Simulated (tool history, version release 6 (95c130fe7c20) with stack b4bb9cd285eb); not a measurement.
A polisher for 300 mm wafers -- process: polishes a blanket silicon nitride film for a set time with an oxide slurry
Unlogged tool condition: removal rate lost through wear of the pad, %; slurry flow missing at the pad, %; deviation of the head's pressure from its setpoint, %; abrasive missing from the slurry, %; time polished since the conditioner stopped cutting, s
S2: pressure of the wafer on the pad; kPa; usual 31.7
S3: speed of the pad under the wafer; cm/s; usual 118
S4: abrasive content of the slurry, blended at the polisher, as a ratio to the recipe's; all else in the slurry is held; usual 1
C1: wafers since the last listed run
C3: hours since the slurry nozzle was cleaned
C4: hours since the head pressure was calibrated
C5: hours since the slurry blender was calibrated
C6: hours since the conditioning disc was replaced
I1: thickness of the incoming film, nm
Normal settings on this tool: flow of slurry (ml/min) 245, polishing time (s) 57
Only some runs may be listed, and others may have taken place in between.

run 1 hour=0 | flow_of_slurry_(ml/min)=245 S2=31.7 S3=118 S4=1 polishing_time_(s)=57 | C1=0 wafers_polished_on_this_pad=1074 C3=398.2 C4=1213.8 C5=420.4 C6=164.2 | I1=265.8 | film_removed_(angstrom)=393
-- hour=13.8 slurry blender recalibrated
run 2 hour=14.3 | flow_of_slurry_(ml/min)=245 S2=31.7 S3=118 S4=1 polishing_time_(s)=57 | C1=89 wafers_polished_on_this_pad=1163 C3=412.5 C4=1228.1 C5=0.5 C6=178.5 | I1=269.3 | film_removed_(angstrom)=423
run 3 hour=20.6 | flow_of_slurry_(ml/min)=245 S2=39.3 S3=118 S4=1 polishing_time_(s)=57 | C1=45 wafers_polished_on_this_pad=1209 C3=418.8 C4=1234.4 C5=6.8 C6=184.8 | I1=274.1 | film_removed_(angstrom)=503
run 4 hour=37.6 | flow_of_slurry_(ml/min)=245 S2=39.3 S3=118 S4=1 polishing_time_(s)=57 | C1=123 wafers_polished_on_this_pad=1332 C3=435.8 C4=1251.4 C5=23.8 C6=201.8 | I1=270.8 | film_removed_(angstrom)=507
-- hour=43.6 worn pad replaced by a new one
run 5 hour=45.5 | flow_of_slurry_(ml/min)=245 S2=31.7 S3=118 S4=1 polishing_time_(s)=57 | C1=28 wafers_polished_on_this_pad=13 C3=443.7 C4=1259.3 C5=31.7 C6=209.7 | I1=270.9 | film_removed_(angstrom)=420
-- hour=54.9 head pressure recalibrated
run 6 hour=55.4 | flow_of_slurry_(ml/min)=245 S2=31.7 S3=118 S4=1 polishing_time_(s)=57 | C1=57 wafers_polished_on_this_pad=71 C3=453.6 C4=0.5 C5=41.6 C6=219.6 | I1=272.9 | film_removed_(angstrom)=420
run 7 hour=60.9 | flow_of_slurry_(ml/min)=170 S2=31.7 S3=118 S4=0.85 polishing_time_(s)=74 | C1=39 wafers_polished_on_this_pad=110 C3=459.1 C4=6 C5=47.1 C6=225.1 | I1=272.7 | film_removed_(angstrom)=469
run 8 hour=78 | flow_of_slurry_(ml/min)=245 S2=31.7 S3=118 S4=0.85 polishing_time_(s)=43 | C1=123 wafers_polished_on_this_pad=234 C3=476.2 C4=23.1 C5=64.2 C6=242.2 | I1=265.4 | film_removed_(angstrom)=293
run 9 hour=89.3 | flow_of_slurry_(ml/min)=245 S2=31.7 S3=118 S4=1 polishing_time_(s)=57 | C1=81 wafers_polished_on_this_pad=316 C3=487.5 C4=34.4 C5=75.5 C6=253.5 | I1=266.6 | film_removed_(angstrom)=415
run 10 hour=113.2 | flow_of_slurry_(ml/min)=180 S2=35.2 S3=118 S4=1 polishing_time_(s)=57 | C1=173 wafers_polished_on_this_pad=490 C3=511.4 C4=58.3 C5=99.4 C6=277.4 | I1=270.7 | film_removed_(angstrom)=413
run 11 hour=119.3 | flow_of_slurry_(ml/min)=245 S2=36.5 S3=82 S4=1 polishing_time_(s)=49 | C1=44 wafers_polished_on_this_pad=534 C3=517.5 C4=64.4 C5=105.5 C6=283.5 | I1=272.6 | film_removed_(angstrom)=293
-- hour=124.5 slurry nozzle cleaned
run 12 hour=136.1 | flow_of_slurry_(ml/min)=245 S2=31.7 S3=118 S4=1 polishing_time_(s)=57 | C1=114 wafers_polished_on_this_pad=648 C3=11.6 C4=81.2 C5=122.3 C6=300.3 | I1=269.3 | film_removed_(angstrom)=436
run 13 hour=145.4 | flow_of_slurry_(ml/min)=245 S2=31.7 S3=118 S4=0.85 polishing_time_(s)=74 | C1=67 wafers_polished_on_this_pad=716 C3=20.9 C4=90.5 C5=131.6 C6=309.6 | I1=269.4 | film_removed_(angstrom)=534
run 14 hour=159.5 | flow_of_slurry_(ml/min)=165 S2=27.6 S3=76 S4=1.1 polishing_time_(s)=57 | C1=102 wafers_polished_on_this_pad=818 C3=35 C4=104.6 C5=145.7 C6=323.7 | I1=269.3 | film_removed_(angstrom)=267
run 15 hour=170.4 | flow_of_slurry_(ml/min)=245 S2=31.7 S3=142 S4=1.3 polishing_time_(s)=40 | C1=79 wafers_polished_on_this_pad=897 C3=45.9 C4=115.5 C5=156.6 C6=334.6 | I1=268.3 | film_removed_(angstrom)=394
-- hour=180.6 conditioning disc replaced and pad reconditioned
run 16 hour=187.5 | flow_of_slurry_(ml/min)=245 S2=31.7 S3=118 S4=0.75 polishing_time_(s)=57 | C1=109 wafers_polished_on_this_pad=1006 C3=63 C4=132.6 C5=173.7 C6=6.9 | I1=267.1 | film_removed_(angstrom)=377
run 17 hour=203.3 | flow_of_slurry_(ml/min)=305 S2=31.7 S3=80 S4=0.8 polishing_time_(s)=57 | C1=114 wafers_polished_on_this_pad=1121 C3=78.8 C4=148.4 C5=189.5 C6=22.7 | I1=271.6 | film_removed_(angstrom)=295
-- hour=219.1 worn pad replaced by a new one
run 18 hour=220.2 | flow_of_slurry_(ml/min)=245 S2=31.7 S3=118 S4=1 polishing_time_(s)=57 | C1=93 wafers_polished_on_this_pad=8 C3=95.7 C4=165.3 C5=206.4 C6=39.6 | I1=268.4 | film_removed_(angstrom)=429
run 19 hour=233.7 | flow_of_slurry_(ml/min)=165 S2=31.7 S3=136 S4=1 polishing_time_(s)=57 | C1=97 wafers_polished_on_this_pad=105 C3=109.2 C4=178.8 C5=219.9 C6=53.1 | I1=270.7 | film_removed_(angstrom)=443
run 20 hour=252.7 | flow_of_slurry_(ml/min)=245 S2=31.7 S3=118 S4=1 polishing_time_(s)=57 | C1=137 wafers_polished_on_this_pad=243 C3=128.2 C4=197.8 C5=238.9 C6=72.1 | I1=269.8 | film_removed_(angstrom)=421
run 21 hour=268.5 | flow_of_slurry_(ml/min)=320 S2=24.1 S3=118 S4=0.75 polishing_time_(s)=57 | C1=114 wafers_polished_on_this_pad=358 C3=144 C4=213.6 C5=254.7 C6=87.9 | I1=268.1 | film_removed_(angstrom)=305
run 22 hour=284.2 | flow_of_slurry_(ml/min)=195 S2=40 S3=118 S4=0.7 polishing_time_(s)=57 | C1=113 wafers_polished_on_this_pad=471 C3=159.7 C4=229.3 C5=270.4 C6=103.6 | I1=267.2 | film_removed_(angstrom)=418
run 23 hour=300.4 | flow_of_slurry_(ml/min)=245 S2=31.7 S3=86 S4=1 polishing_time_(s)=47 | C1=117 wafers_polished_on_this_pad=589 C3=175.9 C4=245.5 C5=286.6 C6=119.8 | I1=267.1 | film_removed_(angstrom)=272
run 24 hour=309.1 | flow_of_slurry_(ml/min)=190 S2=42.1 S3=118 S4=1 polishing_time_(s)=57 | C1=63 wafers_polished_on_this_pad=652 C3=184.6 C4=254.2 C5=295.3 C6=128.5 | I1=270.6 | film_removed_(angstrom)=505
run 25 hour=315.6 | flow_of_slurry_(ml/min)=245 S2=31.7 S3=118 S4=1 polishing_time_(s)=57 | C1=47 wafers_polished_on_this_pad=699 C3=191.1 C4=260.7 C5=301.8 C6=135 | I1=271.8 | film_removed_(angstrom)=420

Results for each run, recomputed without the tool's hidden state and with each run's random variation untouched:
run=1 film_removed_(angstrom)=456
run=2 film_removed_(angstrom)=451
run=3 film_removed_(angstrom)=537
run=4 film_removed_(angstrom)=545
run=5 film_removed_(angstrom)=453
run=6 film_removed_(angstrom)=454
run=7 film_removed_(angstrom)=525
run=8 film_removed_(angstrom)=320
run=9 film_removed_(angstrom)=456
run=10 film_removed_(angstrom)=472
run=11 film_removed_(angstrom)=325
run=12 film_removed_(angstrom)=451
run=13 film_removed_(angstrom)=556
run=14 film_removed_(angstrom)=279
run=15 film_removed_(angstrom)=410
run=16 film_removed_(angstrom)=398
run=17 film_removed_(angstrom)=311
run=18 film_removed_(angstrom)=456
run=19 film_removed_(angstrom)=476
run=20 film_removed_(angstrom)=452
run=21 film_removed_(angstrom)=329
run=22 film_removed_(angstrom)=460
run=23 film_removed_(angstrom)=296
run=24 film_removed_(angstrom)=556
run=25 film_removed_(angstrom)=460

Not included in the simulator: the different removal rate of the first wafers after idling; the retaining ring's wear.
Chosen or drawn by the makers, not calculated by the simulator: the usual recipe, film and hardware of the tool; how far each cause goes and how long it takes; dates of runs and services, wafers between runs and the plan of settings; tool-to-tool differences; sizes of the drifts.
